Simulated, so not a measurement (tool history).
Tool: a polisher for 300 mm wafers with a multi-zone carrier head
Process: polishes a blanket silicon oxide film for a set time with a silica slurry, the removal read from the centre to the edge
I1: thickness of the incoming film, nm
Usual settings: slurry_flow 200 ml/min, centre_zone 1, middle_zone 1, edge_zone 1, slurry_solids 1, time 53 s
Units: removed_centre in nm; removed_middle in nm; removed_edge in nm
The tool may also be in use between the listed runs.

{"run": 1, "hour": 0.0, "slurry_flow": 200, "centre_zone": 1.05, "middle_zone": 1, "edge_zone": 1, "slurry_solids": 1, "time": 53, "I1": 1431, "removed_centre": 131.1, "removed_middle": 129.6, "removed_edge": 127.1}
{"run": 2, "hour": 28.0, "slurry_flow": 200, "centre_zone": 1.05, "middle_zone": 1, "edge_zone": 1, "slurry_solids": 1, "time": 53, "I1": 1468.1, "removed_centre": 130.4, "removed_middle": 126.8, "removed_edge": 124.7}
{"run": 3, "hour": 51.4, "slurry_flow": 200, "centre_zone": 1.05, "middle_zone": 1, "edge_zone": 1, "slurry_solids": 1, "time": 53, "I1": 1459.9, "removed_centre": 129.1, "removed_middle": 122.8, "removed_edge": 120.3}
{"run": 4, "hour": 82.2, "slurry_flow": 200, "centre_zone": 0.96, "middle_zone": 1, "edge_zone": 1, "slurry_solids": 1, "time": 53, "I1": 1444.2, "removed_centre": 112.1, "removed_middle": 117.9, "removed_edge": 115.5}
{"hour": 87.6, "done": "worn pad replaced by a new one"}
{"run": 5, "hour": 168.9, "slurry_flow": 200, "centre_zone": 0.96, "middle_zone": 1, "edge_zone": 1, "slurry_solids": 1, "time": 53, "I1": 1491.5, "removed_centre": 116.3, "removed_middle": 124.4, "removed_edge": 120.4}
{"hour": 179.2, "done": "slurry nozzle cleaned"}
{"run": 6, "hour": 191.6, "slurry_flow": 200, "centre_zone": 1, "middle_zone": 1, "edge_zone": 1, "slurry_solids": 1, "time": 53, "I1": 1436.5, "removed_centre": 120.2, "removed_middle": 120.1, "removed_edge": 114.2}
{"hour": 200.9, "done": "centre zone pressure recalibrated"}
{"hour": 211.2, "done": "edge zone pressure recalibrated"}
{"run": 7, "hour": 214.0, "slurry_flow": 200, "centre_zone": 1, "middle_zone": 1, "edge_zone": 1, "slurry_solids": 1, "time": 53, "I1": 1453.3, "removed_centre": 113.4, "removed_middle": 116.5, "removed_edge": 114.2}
{"hour": 221.9, "done": "carrier head's membrane replaced by a new one"}
{"hour": 229.0, "done": "worn pad replaced by a new one"}
{"run": 8, "hour": 249.2, "slurry_flow": 200, "centre_zone": 1, "middle_zone": 1, "edge_zone": 1, "slurry_solids": 1, "time": 53, "I1": 1465.2, "removed_centre": 131.7, "removed_middle": 133, "removed_edge": 129.5}

Run 9 comes next. What will it give?
{"run": 9, "hour": 271.0, "slurry_flow": 175, "centre_zone": 1, "middle_zone": 1, "edge_zone": 1, "slurry_solids": 1, "time": 53, "I1": 1466, "removed_centre": "?", "removed_middle": "?", "removed_edge": "?"}

Run 9 gave removed_centre 128.6 nm, removed_middle 129 nm, removed_edge 128.1 nm.
Without the tool's hidden state the same run would have given removed_centre 134.4 nm, removed_middle 134.9 nm, removed_edge 133.9 nm.
